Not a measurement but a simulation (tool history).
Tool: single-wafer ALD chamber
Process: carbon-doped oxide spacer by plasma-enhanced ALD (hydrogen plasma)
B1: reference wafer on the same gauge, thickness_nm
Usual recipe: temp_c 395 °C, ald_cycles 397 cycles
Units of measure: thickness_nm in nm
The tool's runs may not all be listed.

Run 1, day 0: usual settings but temp_c 390 °C; B1 18.503. Result: thickness_nm 21.519 nm.
Run 2, day 0.375: usual settings but temp_c 390 °C; B1 18.52. Result: thickness_nm 21.522 nm.
Run 3, day 0.808: usual settings but temp_c 390 °C; B1 18.521. Result: thickness_nm 21.574 nm.
Run 4, day 1.183: usual settings; B1 18.539. Result: thickness_nm 21.495 nm.
Run 5, day 1.708: usual settings; B1 18.538. Result: thickness_nm 21.585 nm.
Run 6, day 2.008: usual settings; B1 18.556. Result: thickness_nm 21.504 nm.
Run 7, day 2.675: usual settings but temp_c 387 °C, ald_cycles 429 cycles; B1 18.564. Result: thickness_nm 23.333 nm.
Run 8, day 3.204: usual settings but temp_c 406 °C; B1 18.571. Result: thickness_nm 21.325 nm.
Run 9, day 3.862: usual settings but temp_c 407 °C; B1 18.573. Result: thickness_nm 21.214 nm.
Run 10, day 4.533: usual settings but temp_c 407 °C; B1 18.601. Result: thickness_nm 21.284 nm.
Run 11, day 5.062: usual settings but temp_c 407 °C; B1 18.606. Result: thickness_nm 21.259 nm.
Run 12, day 5.442: usual settings but temp_c 399 °C, ald_cycles 376 cycles; B1 18.6. Result: thickness_nm 20.458 nm.
Run 13, day 6.042: usual settings but temp_c 399 °C, ald_cycles 376 cycles; B1 18.609. Result: thickness_nm 20.469 nm.
Run 14, day 6.362: usual settings but temp_c 399 °C, ald_cycles 376 cycles; B1 18.627. Result: thickness_nm 20.475 nm.
Run 15, day 6.7: usual settings; B1 18.625. Result: thickness_nm 21.754 nm.
Run 16, day 7.05: usual settings; B1 18.637. Result: thickness_nm 21.69 nm.
At day 8.696: gauge calibrated.
Run 17, day 8.767: usual settings but temp_c 385 °C; B1 18.185. Result: thickness_nm 21.137 nm.
Run 18, day 9.512: usual settings but temp_c 385 °C; B1 18.199. Result: thickness_nm 21.182 nm.
Run 19, day 10.196: usual settings; B1 18.22. Result: thickness_nm 21.102 nm.
Run 20, day 10.621: usual settings but ald_cycles 421 cycles; B1 18.208. Result: thickness_nm 22.489 nm.
Run 21, day 11.338: usual settings; B1 18.237. Result: thickness_nm 21.196 nm.
Run 22, day 11.971: usual settings but temp_c 409 °C; B1 18.24. Result: thickness_nm 20.868 nm.
Run 23, day 12.692: usual settings but temp_c 380 °C, ald_cycles 464 cycles; B1 18.262. Result: thickness_nm 24.783 nm.

What will run 24 give?
Run 24, day 13.304: usual settings; B1 ?. Result: thickness_nm ?.

{"run 24": {"B1": 18.268, "thickness_nm": 21.182}}
Minus the tool's unlogged condition, the same run would have read thickness_nm 21.112 nm.
